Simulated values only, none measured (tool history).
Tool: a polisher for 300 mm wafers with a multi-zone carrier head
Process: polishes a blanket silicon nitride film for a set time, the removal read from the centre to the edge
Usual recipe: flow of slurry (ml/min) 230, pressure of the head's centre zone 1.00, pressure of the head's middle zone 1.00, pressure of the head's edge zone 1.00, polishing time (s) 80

run     day  flow of slurry (ml/min)  pressure of the head's centre zone  pressure of the head's middle zone  pressure of the head's edge zone  polishing time (s)  incoming thickness of the incoming film, nm  film removed at the wafer's centre (Å)  film removed at mid-radius (Å)  film removed at the wafer's edge (Å)
  1   0.000                      230                                1.00                                1.00                              1.00                  80                                        943.1                                    1648                            1611                                  1661
  2   2.642                      230                                1.00                                1.00                              1.00                  80                                        962.7                                    1821                            1813                                  1804
  3   5.279                      230                                1.00                                1.00                              1.00                  80                                        954.4                                    1707                            1711                                  1733
  4   7.875                      230                                1.00                                1.00                              1.00                  80                                        957.0                                    1581                            1561                                  1627
  5  10.225                      200                                1.00                                1.00                              1.00                  92                                        942.5                                    1605                            1654                                  1734
  6  12.808                      175                                1.00                                1.00                              0.91                  80                                        960.5                                    1703                            1670                                  1687
  7  13.854                      175                                1.00                                1.00                              0.91                  80                                        969.5                                    1691                            1678                                  1640
  8  15.662                      230                                1.00                                1.00                              1.02                  80                                        949.6                                    1740                            1665                                  1753
  9  17.642                      230                                1.00                                1.00                              1.02                  80                                        950.0                                    1835                            1805                                  1875
 10  20.371                      160                                1.00                                1.00                              1.00                  80                                        954.4                                    1623                            1591                                  1662
 11  23.183                      290                                1.07                                1.00                              1.00                  80                                        939.9                                    1847                            1677                                  1702
 12  25.212                      230                                1.00                                1.00                              1.00                  80                                        965.2                                    1606                            1503                                  1593
 13  27.921                      230                                0.96                                1.00                              1.06                  60                                        933.4                                    1252                            1266                                  1380
 14  29.129                      230                                0.93                                0.97                              1.05                  80                                        940.4                                    1556                            1559                                  1773
 15  31.183                      230                                0.91                                1.00                              1.07                  88                                        963.8                                    1617                            1743                                  1852
 16  34.088                      230                                1.00                                1.00                              1.05                  71                                        947.1                                    1620                            1572                                  1651
 17  35.800                      230                                1.00                                1.00                              1.00                  80                                        945.2                                    1739                            1704                                  1781
 18  38.533                      230                                1.00                                1.00                              1.00                  80                                        962.5                                    1681                            1628                                  1681

Not shown: 10 entries that the log had between the listed runs. Between which runs, and how does the tool's hidden state differ before and after?
After run 1, before run 2: worn pad replaced by a new one (day 1.754)
  removal rate lost through wear of the pad, %: 11 -> 1.72; slurry flow missing at the pad, %: 10.7 -> 15.9
  measured minus no-state result, film removed at the wafer's centre (Å): -239 -> -87; film removed at mid-radius (Å): -230 -> -81; film removed at the wafer's edge (Å): -229 -> -68
After run 5, before run 6: worn pad replaced by a new one (day 10.538); slurry nozzle cleaned (day 12.783)
  removal rate lost through wear of the pad, %: 13.5 -> 3.91; slurry flow missing at the pad, %: 36.8 -> 0.732
  measured minus no-state result, film removed at the wafer's centre (Å): -469 -> -72; film removed at mid-radius (Å): -457 -> -71; film removed at the wafer's edge (Å): -419 -> -70
After run 6, before run 7: carrier head's membrane replaced by a new one (day 13.446)
  removal rate lost through wear of the pad, %: 3.91 -> 5.54; slurry flow missing at the pad, %: 0.732 -> 0.823
  measured minus no-state result, film removed at the wafer's centre (Å): -72 -> -102; film removed at mid-radius (Å): -71 -> -101; film removed at the wafer's edge (Å): -70 -> -98
After run 8, before run 9: worn pad replaced by a new one (day 17.621)
  removal rate lost through wear of the pad, %: 8.35 -> 2.05; slurry flow missing at the pad, %: 1.39 -> 2.61
  measured minus no-state result, film removed at the wafer's centre (Å): -162 -> -46; film removed at mid-radius (Å): -156 -> -45; film removed at the wafer's edge (Å): -163 -> -45
After run 11, before run 12: centre zone pressure recalibrated (day 24.725)
  removal rate lost through wear of the pad, %: 10.7 -> 13.8; slurry flow missing at the pad, %: 9.32 -> 13
  measured minus no-state result, film removed at the wafer's centre (Å): -246 -> -302; film removed at mid-radius (Å): -222 -> -279; film removed at the wafer's edge (Å): -220 -> -285
After run 12, before run 13: worn pad replaced by a new one (day 25.529)
  removal rate lost through wear of the pad, %: 13.8 -> 4.7; slurry flow missing at the pad, %: 13 -> 18.9
  measured minus no-state result, film removed at the wafer's centre (Å): -302 -> -111; film removed at mid-radius (Å): -279 -> -107; film removed at the wafer's edge (Å): -285 -> -104
After run 14, before run 15: edge zone pressure recalibrated (day 29.842)
  removal rate lost through wear of the pad, %: 6.58 -> 9.78; slurry flow missing at the pad, %: 21.9 -> 27.6
  measured minus no-state result, film removed at the wafer's centre (Å): -186 -> -288; film removed at mid-radius (Å): -178 -> -298; film removed at the wafer's edge (Å): -182 -> -286
After run 15, before run 16: worn pad replaced by a new one (day 32.533); slurry nozzle cleaned (day 32.758)
  removal rate lost through wear of the pad, %: 9.78 -> 3.56; slurry flow missing at the pad, %: 27.6 -> 3.65
  measured minus no-state result, film removed at the wafer's centre (Å): -288 -> -70; film removed at mid-radius (Å): -298 -> -66; film removed at the wafer's edge (Å): -286 -> -68
